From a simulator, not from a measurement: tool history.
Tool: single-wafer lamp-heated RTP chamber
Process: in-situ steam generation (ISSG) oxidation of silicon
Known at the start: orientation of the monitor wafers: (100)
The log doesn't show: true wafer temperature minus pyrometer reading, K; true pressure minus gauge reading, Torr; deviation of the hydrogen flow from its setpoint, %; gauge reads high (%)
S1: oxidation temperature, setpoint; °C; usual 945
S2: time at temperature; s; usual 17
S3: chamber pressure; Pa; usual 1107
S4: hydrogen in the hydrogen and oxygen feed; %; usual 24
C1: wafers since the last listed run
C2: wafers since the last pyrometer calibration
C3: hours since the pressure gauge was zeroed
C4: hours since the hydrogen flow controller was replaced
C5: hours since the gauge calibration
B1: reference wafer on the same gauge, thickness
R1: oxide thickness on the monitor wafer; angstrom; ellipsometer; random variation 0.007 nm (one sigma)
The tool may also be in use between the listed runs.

run,day,S1,S2,S3,S4,C1,C2,C3,C4,C5,B1,R1
1,0,945,17,1107,24,0,2709,1654,2346.1,67.2,4.26,47.49
2,0.617,945,17,1107,24,145,2854,1668.8,2360.9,82,4.26,47.55
3,0.896,945,17,1107,24,65,2920,1675.5,2367.6,88.7,4.26,47.54
# day 1.175: gauge calibrated
4,1.242,945,17,1107,24,81,3002,1683.8,2375.9,1.6,4.261,47.71
5,1.533,945,17,1107,24,68,3071,1690.8,2382.9,8.6,4.26,47.58
6,1.875,945,17,1107,24,80,3152,1699,2391.1,16.8,4.26,47.67
7,2.275,945,17,1000,24,94,3246,1708.6,2400.7,26.4,4.26,47.85

Run 8 comes next. What will it give?
8,2.688,928,14,1107,21,97,3343,1718.5,2410.6,36.3,?,?

Run 8 gave B1 4.261, R1 41.14 angstrom.
Without the tool's hidden state the same run would have given R1 40.21 angstrom.
